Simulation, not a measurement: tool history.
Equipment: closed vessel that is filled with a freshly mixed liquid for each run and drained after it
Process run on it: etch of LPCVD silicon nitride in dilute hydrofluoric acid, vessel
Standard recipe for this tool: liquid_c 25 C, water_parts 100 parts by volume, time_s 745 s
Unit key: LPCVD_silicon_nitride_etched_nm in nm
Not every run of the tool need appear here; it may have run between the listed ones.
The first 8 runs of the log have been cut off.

run	hour	liquid_c	water_parts	time_s	wafers since the last listed run	hours since the thermometer was replaced	hours since the hydrofluoric acid flow meter was replaced	hours since the gauge calibration	read-back film thickness of the LPCVD silicon nitride reference wafer, read on the same gauge (nm)	LPCVD_silicon_nitride_etched_nm
9	889.9	25	100	745	5723	1462.7	1464.7	1141.8	30.017	4.158
# hour 946.7: thermometer replaced
10	994.3	25	100	745	8980	47.6	1569.1	1246.2	29.998	3.691
11	1097.7	21	100	745	8980	151	1672.5	1349.6	29.998	2.84
12	1153.5	25	100	950	4846	206.8	1728.3	1405.4	30.026	4.733
13	1191	25	100	950	3257	244.3	1765.8	1442.9	29.987	4.729
14	1252.5	28	100	745	5341	305.8	1827.3	1504.4	29.988	4.604
15	1302.3	28	100	745	4325	355.6	1877.1	1554.2	29.992	4.64
16	1368.9	28	70	960	5784	422.2	1943.7	1620.8	30.014	8.544
17	1450.4	22.5	55	1110	7078	503.7	2025.2	1702.3	29.964	8.572

What does the tool deliver on the next run?
# hour 1468.3: hydrofluoric acid flow meter replaced
18	1490.5	22	100	925	3395	543.8	22.2	1742.4	?	?

read-back film thickness of the LPCVD silicon nitride reference wafer, read on the same gauge (nm): 30.018
LPCVD_silicon_nitride_etched_nm: 3.913 nm
Had the tool carried no hidden state, the very same run would have given LPCVD_silicon_nitride_etched_nm 3.742 nm.

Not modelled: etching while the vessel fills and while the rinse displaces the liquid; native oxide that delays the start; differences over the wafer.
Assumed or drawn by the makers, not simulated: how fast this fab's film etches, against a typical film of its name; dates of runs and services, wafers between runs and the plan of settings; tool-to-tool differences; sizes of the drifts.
